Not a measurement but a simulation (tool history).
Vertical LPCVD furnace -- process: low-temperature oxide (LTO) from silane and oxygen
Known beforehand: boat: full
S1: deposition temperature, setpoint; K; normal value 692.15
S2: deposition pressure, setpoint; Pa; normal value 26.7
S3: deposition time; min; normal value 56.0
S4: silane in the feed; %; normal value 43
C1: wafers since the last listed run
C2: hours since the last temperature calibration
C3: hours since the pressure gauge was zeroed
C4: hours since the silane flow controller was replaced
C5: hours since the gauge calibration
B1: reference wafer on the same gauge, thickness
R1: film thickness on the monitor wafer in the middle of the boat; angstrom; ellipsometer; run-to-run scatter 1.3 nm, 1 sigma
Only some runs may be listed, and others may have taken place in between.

Run 1, day 0.000: usual settings but S3 72.0 min, S4 46 %; C1 0; C2 4691.8; C3 845.4; C4 5257.0; C5 852.9; B1 654.03. Result: R1 8581.8 angstrom.
Run 2, day 2.325: usual settings but S3 72.0 min, S4 46 %; C1 650; C2 4747.6; C3 901.2; C4 5312.8; C5 908.7; B1 654.06. Result: R1 8610.0 angstrom.
At day 2.483: gauge calibrated.
Run 3, day 4.079: usual settings but S3 72.0 min, S4 46 %; C1 490; C2 4789.7; C3 943.3; C4 5354.9; C5 38.3; B1 654.47. Result: R1 8600.1 angstrom.
Run 4, day 6.504: usual settings but S1 685.15 K, S4 40 %; C1 678; C2 4847.9; C3 1001.5; C4 5413.1; C5 96.5; B1 654.17. Result: R1 5405.0 angstrom.
Run 5, day 8.625: usual settings but S1 685.15 K, S4 40 %; C1 593; C2 4898.8; C3 1052.4; C4 5464.0; C5 147.4; B1 654.11. Result: R1 5391.6 angstrom.
Run 6, day 11.325: usual settings; C1 755; C2 4963.6; C3 1117.2; C4 5528.8; C5 212.2; B1 654.60. Result: R1 6272.5 angstrom.
Run 7, day 12.454: usual settings; C1 315; C2 4990.7; C3 1144.3; C4 5555.9; C5 239.3; B1 653.86. Result: R1 6233.0 angstrom.
Run 8, day 13.817: usual settings; C1 381; C2 5023.4; C3 1177.0; C4 5588.6; C5 272.0; B1 654.14. Result: R1 6256.5 angstrom.
Run 9, day 15.075: usual settings; C1 352; C2 5053.6; C3 1207.2; C4 5618.8; C5 302.2; B1 653.27. Result: R1 6264.8 angstrom.
Run 10, day 17.504: usual settings; C1 679; C2 5111.9; C3 1265.5; C4 5677.1; C5 360.5; B1 653.65. Result: R1 6287.5 angstrom.
Run 11, day 21.358: usual settings; C1 1078; C2 5204.4; C3 1358.0; C4 5769.6; C5 453.0; B1 654.05. Result: R1 6243.7 angstrom.
Run 12, day 22.600: usual settings; C1 347; C2 5234.2; C3 1387.8; C4 5799.4; C5 482.8; B1 653.80. Result: R1 6243.1 angstrom.
Run 13, day 24.367: usual settings; C1 494; C2 5276.6; C3 1430.2; C4 5841.8; C5 525.2; B1 653.82. Result: R1 6237.0 angstrom.
At day 27.512: thermocouples replaced and temperature profile calibrated.
Run 14, day 27.533: usual settings; C1 606; C2 0.5; C3 1506.2; C4 5917.8; C5 601.2; B1 654.03. Result: R1 5974.6 angstrom.
Run 15, day 28.850: usual settings but S4 38 %; C1 368; C2 32.1; C3 1537.8; C4 5949.4; C5 632.8; B1 653.94. Result: R1 5182.8 angstrom.
Run 16, day 31.642: usual settings but S1 688.15 K, S4 49 %; C1 781; C2 99.1; C3 1604.8; C4 6016.4; C5 699.8; B1 654.40. Result: R1 6444.1 angstrom.
At day 33.942: pressure gauge zeroed.
Run 17, day 33.962: usual settings but S4 37 %; C1 369; C2 154.8; C3 0.5; C4 6072.1; C5 755.5; B1 653.76. Result: R1 5116.3 angstrom.
Run 18, day 34.567: usual settings but S1 687.15 K, S2 29.3 Pa, S3 44.5 min, S4 40 %; C1 169; C2 169.3; C3 15.0; C4 6086.6; C5 770.0; B1 654.18. Result: R1 4676.7 angstrom.
Run 19, day 35.642: usual settings but S1 703.15 K, S4 47 %; C1 300; C2 195.1; C3 40.8; C4 6112.4; C5 795.8; B1 654.06. Result: R1 7326.0 angstrom.
Run 20, day 37.588: usual settings; C1 544; C2 241.8; C3 87.5; C4 6159.1; C5 842.5; B1 653.69. Result: R1 6072.2 angstrom.
Run 21, day 40.479: usual settings; C1 809; C2 311.2; C3 156.9; C4 6228.5; C5 911.9; B1 653.70. Result: R1 6078.5 angstrom.
Run 22, day 41.629: usual settings but S1 695.15 K, S2 28.7 Pa, S3 37.5 min, S4 46 %; C1 321; C2 338.8; C3 184.5; C4 6256.1; C5 939.5; B1 653.74. Result: R1 4798.4 angstrom.
At day 42.958: gauge calibrated.
Run 23, day 43.171: usual settings; C1 431; C2 375.8; C3 221.5; C4 6293.1; C5 5.1; B1 654.06. Result: R1 6073.8 angstrom.
At day 44.529: silane flow controller replaced.
Run 24, day 45.438: usual settings; C1 354; C2 430.2; C3 275.9; C4 21.8; C5 59.5; B1 653.88. Result: R1 6077.1 angstrom.
Run 25, day 48.408: usual settings but S1 701.15 K, S2 30.0 Pa, S4 35 %; C1 831; C2 501.5; C3 347.2; C4 93.1; C5 130.8; B1 654.42. Result: R1 5923.0 angstrom.
Run 26, day 50.042: usual settings but S1 701.15 K, S4 49 %; C1 457; C2 540.7; C3 386.4; C4 132.3; C5 170.0; B1 653.47. Result: R1 7403.8 angstrom.
Run 27, day 52.108: usual settings but S2 32.7 Pa, S3 66.5 min; C1 578; C2 590.3; C3 436.0; C4 181.9; C5 219.6; B1 654.40. Result: R1 8856.1 angstrom.
Run 28, day 53.679: usual settings but S1 687.15 K, S2 24.7 Pa, S3 38.5 min; C1 439; C2 628.0; C3 473.7; C4 219.6; C5 257.3; B1 653.83. Result: R1 3672.0 angstrom.
Run 29, day 54.962: usual settings; C1 359; C2 658.8; C3 504.5; C4 250.4; C5 288.1; B1 654.39. Result: R1 6065.8 angstrom.
Run 30, day 56.175: usual settings but S1 681.15 K, S2 23.3 Pa, S3 37.5 min, S4 50 %; C1 339; C2 687.9; C3 533.6; C4 279.5; C5 317.2; B1 653.22. Result: R1 3665.3 angstrom.

How the hidden state differs across the entries between the runs, from the last listed run before each to the first after it:
Runs 2 to 3: gauge calibrated (day 2.483)
  true tube temperature minus thermocouple reading, K: 4.04 -> 4.11; true pressure minus gauge reading, mTorr: -1.26 -> -1.4
  what was measured, less what the result would be without the hidden state, R1: +278.1 -> +277.2 angstrom
Runs 13 to 14: thermocouples replaced and temperature profile calibrated (day 27.512)
  true tube temperature minus thermocouple reading, K: 4.95 -> 0.469; true pressure minus gauge reading, mTorr: -3.55 -> -3.96
  what was measured, less what the result would be without the hidden state, R1: +191.2 -> -92.2 angstrom
Runs 16 to 17: pressure gauge zeroed (day 33.942)
  true tube temperature minus thermocouple reading, K: 0.471 -> 0.473; true pressure minus gauge reading, mTorr: -4.53 -> -0.566
  what was measured, less what the result would be without the hidden state, R1: -119.4 -> +10.8 angstrom
Runs 22 to 23: gauge calibrated (day 42.958)
  true tube temperature minus thermocouple reading, K: 0.489 -> 0.493; true pressure minus gauge reading, mTorr: -0.63 -> -0.658
  what was measured, less what the result would be without the hidden state, R1: +8.5 -> +10.0 angstrom
Runs 23 to 24: silane flow controller replaced (day 44.529)
  true tube temperature minus thermocouple reading, K: 0.493 -> 0.501; true pressure minus gauge reading, mTorr: -0.658 -> -0.708
  what was measured, less what the result would be without the hidden state, R1: +10.0 -> +8.9 angstrom

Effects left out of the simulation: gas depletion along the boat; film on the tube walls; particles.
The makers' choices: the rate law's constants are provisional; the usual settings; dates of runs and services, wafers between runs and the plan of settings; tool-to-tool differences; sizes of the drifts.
